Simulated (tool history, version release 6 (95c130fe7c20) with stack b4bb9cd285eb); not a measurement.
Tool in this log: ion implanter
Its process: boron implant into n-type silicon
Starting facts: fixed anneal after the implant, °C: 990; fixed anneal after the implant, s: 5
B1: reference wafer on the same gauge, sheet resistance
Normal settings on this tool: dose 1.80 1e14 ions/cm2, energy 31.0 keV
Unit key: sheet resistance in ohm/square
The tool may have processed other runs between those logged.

run 1 hour=0.0 | dose=1.80 energy=35.0 | B1=389.83 | sheet_resistance=436.31
run 2 hour=14.4 | dose=1.80 energy=38.0 | B1=389.95 | sheet_resistance=430.14
run 3 hour=26.3 | dose=1.80 energy=38.0 | B1=389.91 | sheet_resistance=430.78
run 4 hour=38.6 | dose=1.80 energy=38.0 | B1=389.98 | sheet_resistance=430.51
run 5 hour=49.1 | dose=1.80 energy=31.0 | B1=390.03 | sheet_resistance=445.56
run 6 hour=58.9 | dose=1.80 energy=31.0 | B1=389.98 | sheet_resistance=443.94
run 7 hour=76.7 | dose=1.80 energy=31.0 | B1=390.09 | sheet_resistance=443.80
run 8 hour=89.0 | dose=1.80 energy=31.0 | B1=389.88 | sheet_resistance=444.21
run 9 hour=106.7 | dose=1.80 energy=31.0 | B1=390.24 | sheet_resistance=442.94
run 10 hour=121.8 | dose=1.80 energy=31.0 | B1=389.85 | sheet_resistance=443.47
run 11 hour=135.2 | dose=1.80 energy=31.0 | B1=389.95 | sheet_resistance=442.35
run 12 hour=142.0 | dose=1.66 energy=38.5 | B1=389.99 | sheet_resistance=453.62
-- hour=158.3 gauge calibrated
run 13 hour=159.7 | dose=1.80 energy=31.0 | B1=390.03 | sheet_resistance=442.95
-- hour=183.5 extraction supply calibrated
run 14 hour=184.0 | dose=2.23 energy=36.5 | B1=390.03 | sheet_resistance=372.69
run 15 hour=189.5 | dose=1.80 energy=31.0 | B1=389.80 | sheet_resistance=441.99
-- hour=213.2 Faraday cup replaced and dose calibrated
run 16 hour=213.7 | dose=2.25 energy=21.5 | B1=390.01 | sheet_resistance=408.01
run 17 hour=214.0 | dose=1.80 energy=37.0 | B1=390.14 | sheet_resistance=445.14
run 18 hour=225.6 | dose=1.80 energy=31.0 | B1=389.99 | sheet_resistance=457.17
run 19 hour=243.2 | dose=1.99 energy=39.0 | B1=389.86 | sheet_resistance=412.02
run 20 hour=256.2 | dose=1.57 energy=41.0 | B1=390.00 | sheet_resistance=478.42
run 21 hour=271.5 | dose=2.10 energy=24.0 | B1=390.19 | sheet_resistance=423.16
run 22 hour=288.0 | dose=1.57 energy=27.0 | B1=389.96 | sheet_resistance=512.19

Forecast each of these 3 alternatives for the next run:
run A hour=288.4 | dose=2.06 energy=31.0 | B1=? | sheet_resistance=?
run B hour=288.4 | dose=2.31 energy=31.0 | B1=? | sheet_resistance=?
run C hour=288.4 | dose=1.58 energy=21.5 | B1=? | sheet_resistance=?

run=A B1=390.00 sheet_resistance=413.07
run=B B1=390.00 sheet_resistance=380.93
run=C B1=390.00 sheet_resistance=527.24
With the hidden condition removed and each run's random variation left untouched, the same runs would have given:
run=A sheet_resistance=415.58
run=B sheet_resistance=383.25
run=C sheet_resistance=530.59
